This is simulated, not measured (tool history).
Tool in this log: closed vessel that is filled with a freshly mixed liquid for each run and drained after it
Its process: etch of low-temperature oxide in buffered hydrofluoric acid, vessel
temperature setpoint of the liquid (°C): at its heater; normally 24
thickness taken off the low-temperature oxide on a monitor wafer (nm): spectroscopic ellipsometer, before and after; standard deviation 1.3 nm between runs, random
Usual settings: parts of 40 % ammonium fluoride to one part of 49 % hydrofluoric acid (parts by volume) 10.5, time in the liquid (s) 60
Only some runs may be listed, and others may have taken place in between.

run	hour	temperature setpoint of the liquid (°C)	parts of 40 % ammonium fluoride to one part of 49 % hydrofluoric acid (parts by volume)	time in the liquid (s)	read-back film thickness of the low-temperature oxide reference wafer, read on the same gauge (nm)	thickness taken off the low-temperature oxide on a monitor wafer (nm)
1	0	27.5	8	60	60	216.94
2	15.4	27.5	8	60	60.01	215.35
3	24.3	24	10.5	60	60.03	140.23
4	34.8	24	10.5	60	59.99	139.31
5	47.3	26	9	60	59.99	172.19
6	60.2	24	10.5	60	60	140.05
7	66.9	24	8.5	40	60.02	109.91
8	78.3	24	8.5	40	60	108.72
9	91.1	24	10.5	60	60.01	140.9
10	106.6	27	13	40	59.99	88.73
11	120.6	21	10.5	30	60	59.08
12	131.8	24	10.5	60	60	142.68
13	159.4	27.5	10.5	90	60	251.28
14	166.8	19	12	60	60	91.58
15	182.2	26.5	13	30	60	64.83
# hour 185.2: thermometer replaced
16	200	24	10.5	60	60	137.08
# hour 210.1: gauge calibrated
17	212.7	19.5	13.5	45	59.99	62.9
# hour 219.5: hydrofluoric acid flow meter replaced
18	220.1	24	10.5	30	60.03	69.63
19	230.5	26.5	13	70	60.01	151.06
20	239.9	24	10.5	60	59.97	140.26
21	257.2	26.5	13	70	60.02	152.82
22	270.7	24	7.5	75	59.98	237.41
23	277.3	25.5	11.5	60	60.02	136.86
24	292.6	20	13	30	60	44.85
25	301.5	25.5	10.5	40	59.99	101.06
26	316.7	24	10.5	60	60.02	141.65
27	329	21	13	30	59.98	48.38
28	339.2	24	10.5	60	59.99	139.96
29	347.5	24	10.5	60	60.02	140.91
30	362.5	22.5	13	30	60.02	51.6
31	375.4	24	10.5	60	60.02	138.4

Each row is a separate what-if for the run after 31, all from the same tool condition, not one after another. Results?
A	376.1	24	10.5	60	?	?
B	376.1	24	10.5	50	?	?
C	376.1	24	10.5	70	?	?
D	376.1	24	9	45	?	?
E	376.1	27.5	8.5	60	?	?

run	read-back film thickness of the low-temperature oxide reference wafer, read on the same gauge (nm)	thickness taken off the low-temperature oxide on a monitor wafer (nm)
A	60.01	141.69
B	60.01	118.08
C	60.01	165.31
D	60.01	119.07
E	60.01	203.97
Had the tool no hidden state, the same runs would have come out as:
run	thickness taken off the low-temperature oxide on a monitor wafer (nm)
A	141.69
B	118.08
C	165.31
D	119.07
E	203.97

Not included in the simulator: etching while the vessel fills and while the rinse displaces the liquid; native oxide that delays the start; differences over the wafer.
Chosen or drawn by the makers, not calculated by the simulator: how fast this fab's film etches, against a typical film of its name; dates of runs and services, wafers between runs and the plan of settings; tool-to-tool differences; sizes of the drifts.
